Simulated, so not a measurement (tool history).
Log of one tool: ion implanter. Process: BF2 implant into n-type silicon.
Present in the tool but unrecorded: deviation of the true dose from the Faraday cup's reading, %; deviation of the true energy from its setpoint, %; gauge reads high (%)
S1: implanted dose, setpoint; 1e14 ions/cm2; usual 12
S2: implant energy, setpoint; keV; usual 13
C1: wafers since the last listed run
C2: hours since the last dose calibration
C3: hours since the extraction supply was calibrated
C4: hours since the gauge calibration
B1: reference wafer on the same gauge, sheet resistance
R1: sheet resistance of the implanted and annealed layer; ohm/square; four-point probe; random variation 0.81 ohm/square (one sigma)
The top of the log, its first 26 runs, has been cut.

run,hour,S1,S2,C1,C2,C3,C4,B1,R1
27,637.4,15.45,11.5,270,87.1,114.5,179.5,215.13,181.03
28,670.4,12,13,671,120.1,147.5,212.5,215.42,184.33
29,693.8,12,13,475,143.5,170.9,235.9,215.66,184.28
30,729.6,8.52,16,727,179.3,206.7,271.7,215.98,198.07
31,756.3,12,13,542,206,233.4,298.4,215.58,184.47
32,782.8,14.27,11.5,538,232.5,259.9,324.9,216.14,183.75
33,816.1,8.62,13,677,265.8,293.2,358.2,216.46,209.53
34,851.3,12,13,715,301,328.4,393.4,217.24,185.05
35,880.1,10.34,11.5,585,329.8,357.2,422.2,217.49,203.11
36,912.4,10.5,11,656,362.1,389.5,454.5,217.71,205.85

5 options for the next run, each taken on its own from the tool as it stands now. Forecast them:
A,912.8,12,13,8,362.5,389.9,454.9,?,?
B,912.8,15.43,16,8,362.5,389.9,454.9,?,?
C,912.8,15.3,15.5,8,362.5,389.9,454.9,?,?
D,912.8,14.45,17.5,8,362.5,389.9,454.9,?,?
E,912.8,14.19,17.5,8,362.5,389.9,454.9,?,?

run,B1,R1
A,217.55,184.48
B,217.55,163.07
C,217.55,165.14
D,217.55,159.69
E,217.55,160.29
Without the tool's unlogged condition, the same runs would have read:
run,R1
A,182.31
B,161.15
C,163.2
D,157.82
E,158.4

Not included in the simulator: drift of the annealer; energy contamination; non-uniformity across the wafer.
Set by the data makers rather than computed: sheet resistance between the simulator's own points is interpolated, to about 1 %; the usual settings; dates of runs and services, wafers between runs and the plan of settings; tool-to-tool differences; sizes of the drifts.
